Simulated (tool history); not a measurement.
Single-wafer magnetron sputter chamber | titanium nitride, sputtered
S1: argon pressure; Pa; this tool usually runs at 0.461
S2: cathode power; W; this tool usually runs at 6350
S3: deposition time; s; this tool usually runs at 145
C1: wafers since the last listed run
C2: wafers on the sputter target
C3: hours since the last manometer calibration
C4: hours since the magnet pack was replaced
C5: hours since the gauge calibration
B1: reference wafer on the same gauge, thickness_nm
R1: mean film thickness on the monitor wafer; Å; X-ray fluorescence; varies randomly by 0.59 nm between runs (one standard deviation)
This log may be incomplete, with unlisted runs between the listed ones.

run	hour	S1	S2	S3	C1	C2	C3	C4	C5	B1	R1
1	0	0.461	6350	145	0	2693	1921.9	5256.3	1086.6	191.005	1594.22
2	23.3	0.461	6350	145	153	2847	1945.2	5279.6	1109.9	190.973	1584.39
3	41.2	0.461	6350	145	117	2964	1963.1	5297.5	1127.8	190.956	1582.37
4	54.4	0.461	6350	145	86	3051	1976.3	5310.7	1141	191.072	1582.38
5	152.3	0.461	6350	145	644	3696	2074.2	5408.6	1238.9	190.88	1582.22
6	185.1	0.461	6350	145	216	3912	2107	5441.4	1271.7	191.004	1585.1
7	216.8	0.461	6350	145	208	4121	2138.7	5473.1	1303.4	191.041	1588.22
8	230	0.461	6350	145	86	4208	2151.9	5486.3	1316.6	191.078	1592.01
9	265.2	0.461	6350	145	231	4440	2187.1	5521.5	1351.8	190.943	1592.13
10	300.5	0.461	6350	145	232	4672	2222.4	5556.8	1387.1	190.904	1577.36
11	315.5	0.461	6350	145	98	4771	2237.4	5571.8	1402.1	190.969	1593.65
12	337.8	0.618	5500	125	146	4918	2259.7	5594.1	1424.4	190.927	1121.7
# hour 352: sputter target and shields replaced
# hour 352.5: gauge calibrated
13	357.1	0.59	6350	145	74	33	2279	5613.4	4.6	190.944	1496.29
14	378.1	0.63	7150	137	138	171	2300	5634.4	25.6	191.067	1517.01
15	407.3	0.461	7800	160	192	363	2329.2	5663.6	54.8	191.049	2094.16
16	425.5	0.461	6350	145	119	483	2347.4	5681.8	73	190.923	1576.27
17	450	0.461	5650	135	161	645	2371.9	5706.3	97.5	191.037	1338.76
# hour 470.4: magnet pack replaced
18	473.7	0.461	6350	145	103	748	2395.6	3.3	121.2	190.826	1583.08
19	501.9	0.616	5050	145	185	934	2423.8	31.5	149.4	190.932	1224.21
20	537.7	0.461	6350	168	235	1169	2459.6	67.3	185.2	190.98	1835.91
# hour 551.3: capacitance manometer re-zeroed and calibrated
21	568.4	0.461	7150	137	149	1319	17.1	98	215.9	191.049	1652.82
22	641.8	0.291	6900	135	483	1802	90.5	171.4	289.3	191.112	1726.64
23	668	0.461	6350	123	172	1975	116.7	197.6	315.5	190.989	1348.23
24	688.4	0.461	6350	125	134	2109	137.1	218	335.9	190.883	1375.32
25	713.3	0.461	6350	145	163	2273	162	242.9	360.8	191.012	1594.62
26	737.2	0.461	6350	145	157	2431	185.9	266.8	384.7	191.025	1575.64
27	771.8	0.295	5900	172	227	2659	220.5	301.4	419.3	191.008	1941.61
28	799.1	0.461	6350	145	179	2838	247.8	328.7	446.6	190.994	1586.47
29	811.4	0.461	7200	117	81	2919	260.1	341	458.9	191.038	1418.86
30	846.6	0.461	6350	145	231	3151	295.3	376.2	494.1	190.869	1579.95
31	865.3	0.461	7100	145	123	3274	314	394.9	512.8	190.847	1738.41
32	885.2	0.316	5000	145	131	3405	333.9	414.8	532.7	191.038	1405.81
33	897.4	0.343	5200	162	80	3486	346.1	427	544.9	191.102	1603.74
34	920.9	0.461	6350	145	154	3641	369.6	450.5	568.4	191.116	1593.34

The tool's hidden state at each run:
deposition rate above that of a new target (%): 0 across all the runs
true argon pressure above the setpoint (%): 0 across all the runs
gauge reads high (%): 0 across all the runs
